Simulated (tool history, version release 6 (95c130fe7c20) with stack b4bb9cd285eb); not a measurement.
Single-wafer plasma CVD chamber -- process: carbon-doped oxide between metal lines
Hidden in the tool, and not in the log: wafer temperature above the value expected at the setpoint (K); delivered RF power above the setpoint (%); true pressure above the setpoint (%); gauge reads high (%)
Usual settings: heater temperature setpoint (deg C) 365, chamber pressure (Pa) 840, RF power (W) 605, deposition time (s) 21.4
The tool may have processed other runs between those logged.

| run | hour | heater temperature setpoint (deg C) | chamber pressure (Pa) | RF power (W) | deposition time (s) | wafers since the last listed run | hours since the last thermocouple change | hours since the last RF generator calibration | hours since the last manometer calibration | hours since the showerhead was replaced | hours since the gauge calibration | read-back reference wafer on the same gauge, thickness_nm | mean film thickness on the monitor wafer (nm) |
|---|---|---|---|---|---|---|---|---|---|---|---|---|---|
| 1 | 0 | 365 | 727 | 605 | 21.4 | 0 | 2737.3 | 1462.4 | 1352.3 | 3712 | 152.7 | 94.962 | 108.652 |
| 2 | 10.6 | 365 | 727 | 605 | 21.4 | 470 | 2747.9 | 1473 | 1362.9 | 3722.6 | 163.3 | 94.977 | 108.645 |
| 3 | 24.7 | 365 | 840 | 605 | 21.4 | 625 | 2762 | 1487.1 | 1377 | 3736.7 | 177.4 | 94.997 | 110.676 |
| 4 | 36.9 | 365 | 840 | 605 | 21.4 | 541 | 2774.2 | 1499.3 | 1389.2 | 3748.9 | 189.6 | 94.997 | 110.677 |
| 5 | 51.9 | 365 | 840 | 605 | 21.4 | 665 | 2789.2 | 1514.3 | 1404.2 | 3763.9 | 204.6 | 95.019 | 110.545 |
| 6 | 58.9 | 372 | 840 | 605 | 21.4 | 310 | 2796.2 | 1521.3 | 1411.2 | 3770.9 | 211.6 | 95.002 | 108.763 |
| 7 | 69.1 | 372 | 840 | 605 | 21.4 | 452 | 2806.4 | 1531.5 | 1421.4 | 3781.1 | 221.8 | 94.997 | 108.569 |
| 8 | 80.5 | 372 | 840 | 605 | 21.4 | 505 | 2817.8 | 1542.9 | 1432.8 | 3792.5 | 233.2 | 95.003 | 108.32 |
| 9 | 94.2 | 377 | 840 | 540 | 21.4 | 607 | 2831.5 | 1556.6 | 1446.5 | 3806.2 | 246.9 | 95 | 99.749 |
| 10 | 101.5 | 365 | 683 | 605 | 21.4 | 323 | 2838.8 | 1563.9 | 1453.8 | 3813.5 | 254.2 | 94.982 | 107.499 |
| 11 | 142.9 | 365 | 683 | 605 | 21.4 | 1837 | 2880.2 | 1605.3 | 1495.2 | 3854.9 | 295.6 | 95.021 | 107.62 |
|  | 160.5 | capacitance manometer re-zeroed and calibrated |
|  | 171.7 | thermocouple changed; heater temperature recalibrated |
| 12 | 172.2 | 365 | 683 | 605 | 21.4 | 590 | 0.5 | 1634.6 | 11.7 | 3884.2 | 324.9 | 94.987 | 107.248 |
| 13 | 177 | 365 | 976 | 605 | 19.5 | 212 | 5.3 | 1639.4 | 16.5 | 3889 | 329.7 | 94.995 | 101.683 |
|  | 178.8 | gauge calibrated |
|  | 194 | RF generator calibrated |
|  | 201.1 | showerhead replaced |
| 14 | 201.6 | 353 | 685 | 670 | 18.2 | 419 | 29.9 | 7.6 | 41.1 | 0.5 | 22.8 | 95.007 | 106.281 |
| 15 | 205.5 | 365 | 840 | 605 | 24.6 | 173 | 33.8 | 11.5 | 45 | 4.4 | 26.7 | 95.011 | 133.365 |
| 16 | 213.3 | 365 | 976 | 605 | 19.5 | 346 | 41.6 | 19.3 | 52.8 | 12.2 | 34.5 | 94.965 | 107.187 |
| 17 | 226.6 | 372 | 963 | 605 | 24.8 | 590 | 54.9 | 32.6 | 66.1 | 25.5 | 47.8 | 94.983 | 133.222 |
| 18 | 237.2 | 372 | 840 | 695 | 21.4 | 470 | 65.5 | 43.2 | 76.7 | 36.1 | 58.4 | 94.993 | 123.3 |
| 19 | 244.7 | 365 | 969 | 605 | 22.7 | 332 | 73 | 50.7 | 84.2 | 43.6 | 65.9 | 94.983 | 124.098 |
| 20 | 260.2 | 365 | 840 | 605 | 21.4 | 687 | 88.5 | 66.2 | 99.7 | 59.1 | 81.4 | 95.004 | 115.889 |
| 21 | 275.2 | 379 | 840 | 605 | 21.4 | 665 | 103.5 | 81.2 | 114.7 | 74.1 | 96.4 | 94.987 | 111.905 |
| 22 | 281.5 | 365 | 936 | 605 | 21.4 | 279 | 109.8 | 87.5 | 121 | 80.4 | 102.7 | 95.013 | 116.773 |
| 23 | 294.1 | 365 | 840 | 720 | 21.4 | 559 | 122.4 | 100.1 | 133.6 | 93 | 115.3 | 95.007 | 128.051 |
| 24 | 316.7 | 365 | 840 | 605 | 21.4 | 1002 | 145 | 122.7 | 156.2 | 115.6 | 137.9 | 94.998 | 115.747 |

The same runs without the tool's hidden state, with the same run-to-run variation:
| run | mean film thickness on the monitor wafer (nm) |
|---|---|
| 1 | 113.973 |
| 2 | 114.002 |
| 3 | 116.182 |
| 4 | 116.227 |
| 5 | 116.14 |
| 6 | 114.292 |
| 7 | 114.123 |
| 8 | 113.901 |
| 9 | 105.08 |
| 10 | 113.109 |
| 11 | 113.378 |
| 12 | 113.086 |
| 13 | 107.234 |
| 14 | 106.348 |
| 15 | 133.466 |
| 16 | 107.291 |
| 17 | 133.401 |
| 18 | 123.498 |
| 19 | 124.327 |
| 20 | 116.154 |
| 21 | 112.207 |
| 22 | 117.109 |
| 23 | 128.456 |
| 24 | 116.194 |

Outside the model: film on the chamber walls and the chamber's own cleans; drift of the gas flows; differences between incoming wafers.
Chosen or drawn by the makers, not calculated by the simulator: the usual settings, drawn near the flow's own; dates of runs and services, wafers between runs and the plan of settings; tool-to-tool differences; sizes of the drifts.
